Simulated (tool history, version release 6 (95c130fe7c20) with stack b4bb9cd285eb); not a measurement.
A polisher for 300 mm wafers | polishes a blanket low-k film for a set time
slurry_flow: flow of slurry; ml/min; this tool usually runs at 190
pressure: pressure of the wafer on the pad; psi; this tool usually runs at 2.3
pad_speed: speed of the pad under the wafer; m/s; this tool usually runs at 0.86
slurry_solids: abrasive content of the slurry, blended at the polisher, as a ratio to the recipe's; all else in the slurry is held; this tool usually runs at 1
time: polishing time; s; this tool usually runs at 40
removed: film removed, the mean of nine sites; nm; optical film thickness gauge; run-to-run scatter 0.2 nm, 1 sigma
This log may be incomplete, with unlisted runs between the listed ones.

run     day  slurry_flow  pressure  pad_speed  slurry_solids  time  wafers since the last listed run  wafers polished on this pad  hours since the slurry nozzle was cleaned  hours since the head pressure was calibrated  hours since the slurry blender was calibrated  hours since the conditioning disc was replaced  incoming thickness of the incoming film, nm  removed
  1       0          190       2.3       0.86              1    40                                 0                          315                                      571.9                                         803.9                                           36.1                                           207.9                                        782.7     19.1
  2   0.662          190       2.3       0.86              1    40                               171                          486                                      587.8                                         819.8                                             52                                           223.8                                        776.4     19.3
  3   0.988          190       2.3       0.86              1    40                                83                          570                                      595.6                                         827.6                                           59.8                                           231.6                                        782.1     19.2
  4   1.454          190       2.3       0.86              1    40                               120                          691                                      606.8                                         838.8                                             71                                           242.8                                          773     18.8
  5   1.933          190       2.1       0.86              1    40                               123                          814                                      618.3                                         850.3                                           82.5                                           254.3                                        772.3       17
  6   2.346          190       2.3       0.86              1    40                               106                          921                                      628.2                                         860.2                                           92.4                                           264.2                                        794.1     18.6
  7       3          145       2.3       0.86              1    36                               168                         1090                                      643.9                                         875.9                                          108.1                                           279.9                                        784.4     16.1
      3.567  -- conditioning disc replaced and pad reconditioned
  8   3.712          190       2.3       0.86           0.85    40                               162                         1252                                        661                                           893                                          125.2                                             3.5                                        776.8     17.4
      3.921  -- worn pad replaced by a new one
  9     4.1          190       2.3       0.86           0.85    40                                57                           46                                      670.3                                         902.3                                          134.5                                            12.8                                        766.5     16.7
 10   4.638          190       2.3       0.86              1    40                               138                          185                                      683.2                                         915.2                                          147.4                                            25.7                                        778.3     18.5
 11   5.325          190       2.3       0.86              1    40                               177                          362                                      699.7                                         931.7                                          163.9                                            42.2                                        781.8     18.2
      5.792  -- slurry nozzle cleaned
 12   6.238          190       2.3       0.86              1    40                               224                          587                                       10.7                                         953.6                                          185.8                                            64.1                                        777.5     18.1
 13    6.65          235       2.3       0.86              1    44                               106                          694                                       20.6                                         963.5                                          195.7                                              74                                          771     20.1
      7.942  -- head pressure recalibrated
 14   8.554          190       2.3       0.94              1    48                               470                         1164                                       66.3                                          14.7                                          241.4                                           119.7                                        780.7     26.6
      8.862  -- worn pad replaced by a new one
 15     9.2          190       2.3       0.86              1    40                               123                           87                                       81.8                                          30.2                                          256.9                                           135.2                                        772.3       21
     10.083  -- slurry blender recalibrated
 16  10.775          140       1.8       1.04              1    40                               385                          472                                      119.6                                            68                                           16.6                                             173                                        773.2       18
 17  11.404          190       2.9       0.86              1    40                               162                          634                                      134.7                                          83.1                                           31.7                                           188.1                                        763.4       26
     12.771  -- worn pad replaced by a new one
 18  12.904          190       2.3       0.86            1.2    40                               344                           34                                      170.7                                         119.1                                           67.7                                           224.1                                        775.8     22.6
 19  13.342          190       2.3       0.86           1.15    40                               112                          147                                      181.2                                         129.6                                           78.2                                           234.6                                        774.4     22.4
 20  14.004          190       2.3       0.86              1    40                               171                          318                                      197.1                                         145.5                                           94.1                                           250.5                                        779.9     20.4
 21  14.383          190       2.3       0.86              1    33                                97                          416                                      206.2                                         154.6                                          103.2                                           259.6                                        793.2       17
 22  14.992          170       1.6       0.86            1.1    52                               157                          573                                      220.8                                         169.2                                          117.8                                           274.2                                        787.7     19.2
     15.338  -- conditioning disc replaced and pad reconditioned
 23  15.696          220         3       0.58              1    40                               160                          733                                      237.7                                         186.1                                          134.7                                             8.6                                        780.5       21

Forecast run 24:
 24  16.321          150       1.8       0.96              1    48                               161                          895                                      252.7                                         201.1                                          149.7                                            23.6                                        763.7        ?

Run 24 gave removed 20.3 nm.
Take away the tool's hidden state, keep the run-to-run variation as it was, and the same run would have given removed 20.1 nm.
